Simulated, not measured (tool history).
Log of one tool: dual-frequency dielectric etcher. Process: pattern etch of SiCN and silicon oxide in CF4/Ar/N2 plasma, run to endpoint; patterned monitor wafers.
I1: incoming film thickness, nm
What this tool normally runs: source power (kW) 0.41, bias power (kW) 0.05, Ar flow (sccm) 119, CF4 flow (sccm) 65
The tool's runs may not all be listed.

{"run": 1, "hour": 0.0, "source power (kW)": 0.41, "bias power (kW)": 0.05, "Ar flow (sccm)": 119, "CF4 flow (sccm)": 65, "I1": 10.09, "endpoint time (s)": 14.7}
{"run": 2, "hour": 20.9, "source power (kW)": 0.41, "bias power (kW)": 0.05, "Ar flow (sccm)": 119, "CF4 flow (sccm)": 65, "I1": 10.13, "endpoint time (s)": 14.9}
{"run": 3, "hour": 34.7, "source power (kW)": 0.41, "bias power (kW)": 0.05, "Ar flow (sccm)": 119, "CF4 flow (sccm)": 65, "I1": 10.07, "endpoint time (s)": 14.7}
{"run": 4, "hour": 69.1, "source power (kW)": 0.41, "bias power (kW)": 0.05, "Ar flow (sccm)": 119, "CF4 flow (sccm)": 65, "I1": 10.25, "endpoint time (s)": 14.9}
{"run": 5, "hour": 85.9, "source power (kW)": 0.41, "bias power (kW)": 0.05, "Ar flow (sccm)": 119, "CF4 flow (sccm)": 65, "I1": 10.02, "endpoint time (s)": 14.5}
{"run": 6, "hour": 102.8, "source power (kW)": 0.41, "bias power (kW)": 0.05, "Ar flow (sccm)": 119, "CF4 flow (sccm)": 65, "I1": 10.03, "endpoint time (s)": 14.7}
{"run": 7, "hour": 115.3, "source power (kW)": 0.41, "bias power (kW)": 0.05, "Ar flow (sccm)": 119, "CF4 flow (sccm)": 65, "I1": 10.07, "endpoint time (s)": 14.9}
{"run": 8, "hour": 148.7, "source power (kW)": 0.41, "bias power (kW)": 0.05, "Ar flow (sccm)": 119, "CF4 flow (sccm)": 65, "I1": 10.05, "endpoint time (s)": 14.9}
{"run": 9, "hour": 167.5, "source power (kW)": 0.41, "bias power (kW)": 0.05, "Ar flow (sccm)": 119, "CF4 flow (sccm)": 76, "I1": 10.09, "endpoint time (s)": 14.5}
{"run": 10, "hour": 194.3, "source power (kW)": 0.41, "bias power (kW)": 0.05, "Ar flow (sccm)": 119, "CF4 flow (sccm)": 76, "I1": 10.12, "endpoint time (s)": 14.4}
{"run": 11, "hour": 219.1, "source power (kW)": 0.41, "bias power (kW)": 0.05, "Ar flow (sccm)": 119, "CF4 flow (sccm)": 65, "I1": 10.05, "endpoint time (s)": 14.8}
{"run": 12, "hour": 234.1, "source power (kW)": 0.41, "bias power (kW)": 0.05, "Ar flow (sccm)": 119, "CF4 flow (sccm)": 65, "I1": 10.11, "endpoint time (s)": 14.7}
{"run": 13, "hour": 266.5, "source power (kW)": 0.33, "bias power (kW)": 0.06, "Ar flow (sccm)": 105, "CF4 flow (sccm)": 58, "I1": 10.04, "endpoint time (s)": 17}
{"run": 14, "hour": 287.9, "source power (kW)": 0.41, "bias power (kW)": 0.05, "Ar flow (sccm)": 119, "CF4 flow (sccm)": 65, "I1": 10.08, "endpoint time (s)": 14.9}
{"run": 15, "hour": 304.8, "source power (kW)": 0.41, "bias power (kW)": 0.05, "Ar flow (sccm)": 119, "CF4 flow (sccm)": 65, "I1": 10.09, "endpoint time (s)": 14.7}
{"run": 16, "hour": 433.4, "source power (kW)": 0.41, "bias power (kW)": 0.058, "Ar flow (sccm)": 119, "CF4 flow (sccm)": 65, "I1": 10.12, "endpoint time (s)": 14.3}
{"run": 17, "hour": 444.9, "source power (kW)": 0.41, "bias power (kW)": 0.05, "Ar flow (sccm)": 119, "CF4 flow (sccm)": 65, "I1": 10.2, "endpoint time (s)": 14.9}
{"run": 18, "hour": 475.8, "source power (kW)": 0.34, "bias power (kW)": 0.046, "Ar flow (sccm)": 119, "CF4 flow (sccm)": 65, "I1": 10.1, "endpoint time (s)": 18.2}
{"run": 19, "hour": 501.2, "source power (kW)": 0.41, "bias power (kW)": 0.062, "Ar flow (sccm)": 119, "CF4 flow (sccm)": 65, "I1": 10.02, "endpoint time (s)": 13.9}
{"run": 20, "hour": 526.4, "source power (kW)": 0.41, "bias power (kW)": 0.05, "Ar flow (sccm)": 119, "CF4 flow (sccm)": 65, "I1": 10.19, "endpoint time (s)": 14.9}
{"run": 21, "hour": 557.9, "source power (kW)": 0.35, "bias power (kW)": 0.05, "Ar flow (sccm)": 101, "CF4 flow (sccm)": 65, "I1": 10.12, "endpoint time (s)": 16.8}
{"run": 22, "hour": 575.9, "source power (kW)": 0.31, "bias power (kW)": 0.044, "Ar flow (sccm)": 101, "CF4 flow (sccm)": 54, "I1": 10, "endpoint time (s)": 19.8}
{"run": 23, "hour": 596.6, "source power (kW)": 0.41, "bias power (kW)": 0.05, "Ar flow (sccm)": 98, "CF4 flow (sccm)": 65, "I1": 10.17, "endpoint time (s)": 14.4}
{"run": 24, "hour": 618.0, "source power (kW)": 0.41, "bias power (kW)": 0.05, "Ar flow (sccm)": 131, "CF4 flow (sccm)": 56, "I1": 10.1, "endpoint time (s)": 15.5}
{"run": 25, "hour": 644.2, "source power (kW)": 0.37, "bias power (kW)": 0.05, "Ar flow (sccm)": 119, "CF4 flow (sccm)": 75, "I1": 10.1, "endpoint time (s)": 16.1}

Not shown here: 6 entries made in the log between runs. Locate each between two listed runs and compare the hidden state at the listed run before it with the hidden state at the listed run after it:
From run 9 to run 10: source power generator calibrated (hour 185); upper electrode replaced (hour 193.8)
  the hidden state is the same at both runs
From run 12 to run 13: bias power generator calibrated (hour 243.4); Ar flow controller replaced (hour 254.3)
  the hidden state is the same at both runs
From run 13 to run 14: CF4 flow controller replaced (hour 284.5)
  the hidden state is the same at both runs
From run 15 to run 16: wet clean of the chamber (hour 432.9)
  the hidden state is the same at both runs

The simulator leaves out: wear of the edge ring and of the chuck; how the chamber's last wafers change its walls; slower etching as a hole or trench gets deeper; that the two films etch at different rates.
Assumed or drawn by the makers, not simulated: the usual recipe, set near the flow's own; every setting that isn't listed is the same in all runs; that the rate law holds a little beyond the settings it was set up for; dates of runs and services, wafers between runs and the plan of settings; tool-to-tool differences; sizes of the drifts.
